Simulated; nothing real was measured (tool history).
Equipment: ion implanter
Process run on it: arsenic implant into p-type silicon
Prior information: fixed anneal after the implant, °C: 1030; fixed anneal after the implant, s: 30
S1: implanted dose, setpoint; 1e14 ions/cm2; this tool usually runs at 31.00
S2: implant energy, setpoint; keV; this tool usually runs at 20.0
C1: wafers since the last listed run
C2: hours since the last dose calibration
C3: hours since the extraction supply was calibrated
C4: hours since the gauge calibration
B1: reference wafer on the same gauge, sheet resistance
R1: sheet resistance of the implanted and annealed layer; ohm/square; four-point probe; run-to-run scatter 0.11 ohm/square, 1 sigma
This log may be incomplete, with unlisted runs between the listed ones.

| run | hour | S1 | S2 | C1 | C2 | C3 | C4 | B1 | R1 |
|---|---|---|---|---|---|---|---|---|---|
| 1 | 0.0 | 31.00 | 20.0 | 0 | 1330.4 | 2048.9 | 57.4 | 80.92 | 73.98 |
| 2 | 87.8 | 31.00 | 20.0 | 1525 | 1418.2 | 2136.7 | 145.2 | 81.29 | 73.90 |
| 3 | 111.6 | 31.00 | 20.0 | 413 | 1442.0 | 2160.5 | 169.0 | 81.36 | 74.36 |
| 4 | 184.9 | 31.00 | 15.0 | 1273 | 1515.3 | 2233.8 | 242.3 | 81.51 | 78.72 |
| 5 | 230.9 | 31.00 | 20.0 | 799 | 1561.3 | 2279.8 | 288.3 | 81.60 | 74.30 |
| 6 | 248.6 | 31.00 | 15.5 | 307 | 1579.0 | 2297.5 | 306.0 | 81.62 | 78.16 |
| 7 | 279.0 | 34.11 | 20.0 | 528 | 1609.4 | 2327.9 | 336.4 | 81.63 | 73.00 |
| 8 | 291.4 | 34.11 | 20.0 | 215 | 1621.8 | 2340.3 | 348.8 | 81.63 | 72.91 |
| 9 | 308.2 | 34.11 | 20.0 | 291 | 1638.6 | 2357.1 | 365.6 | 81.64 | 72.80 |
| 10 | 326.6 | 31.00 | 20.0 | 319 | 1657.0 | 2375.5 | 384.0 | 81.67 | 74.59 |
|  | 338.9 | Faraday cup replaced and dose calibrated |
|  | 343.1 | extraction supply calibrated |
| 11 | 356.3 | 34.29 | 24.5 | 305 | 17.4 | 13.2 | 413.7 | 81.69 | 69.06 |
| 12 | 391.2 | 35.41 | 25.0 | 606 | 52.3 | 48.1 | 448.6 | 81.73 | 68.15 |
| 13 | 411.1 | 31.00 | 20.0 | 345 | 72.2 | 68.0 | 468.5 | 81.70 | 74.48 |
| 14 | 427.8 | 33.33 | 18.0 | 290 | 88.9 | 84.7 | 485.2 | 81.73 | 75.25 |
|  | 440.6 | gauge calibrated |
| 15 | 457.9 | 36.28 | 25.5 | 523 | 119.0 | 114.8 | 17.3 | 80.85 | 66.77 |
| 16 | 470.7 | 34.30 | 20.0 | 222 | 131.8 | 127.6 | 30.1 | 80.96 | 72.13 |
| 17 | 486.8 | 35.17 | 25.5 | 279 | 147.9 | 143.7 | 46.2 | 81.04 | 67.34 |
| 18 | 508.1 | 31.00 | 20.0 | 370 | 169.2 | 165.0 | 67.5 | 81.18 | 73.89 |
| 19 | 581.3 | 23.74 | 24.5 | 1272 | 242.4 | 238.2 | 140.7 | 81.51 | 75.96 |
| 20 | 595.4 | 31.00 | 20.0 | 245 | 256.5 | 252.3 | 154.8 | 81.54 | 74.38 |
| 21 | 627.8 | 33.96 | 26.0 | 563 | 288.9 | 284.7 | 187.2 | 81.61 | 68.02 |

Branching from run 21: 3 alternative next runs. What would each branch give?
| A | 628.2 | 31.00 | 20.0 | 6 | 289.3 | 285.1 | 187.6 | ? | ? |
| B | 628.2 | 24.15 | 13.0 | 6 | 289.3 | 285.1 | 187.6 | ? | ? |
| C | 628.2 | 33.63 | 26.0 | 6 | 289.3 | 285.1 | 187.6 | ? | ? |

| run | B1 | R1 |
|---|---|---|
| A | 81.57 | 74.22 |
| B | 81.57 | 84.65 |
| C | 81.57 | 68.01 |
The same runs, with their run-to-run variation unchanged, on a tool lacking any hidden condition would have given:
| run | R1 |
|---|---|
| A | 73.31 |
| B | 83.61 |
| C | 67.17 |
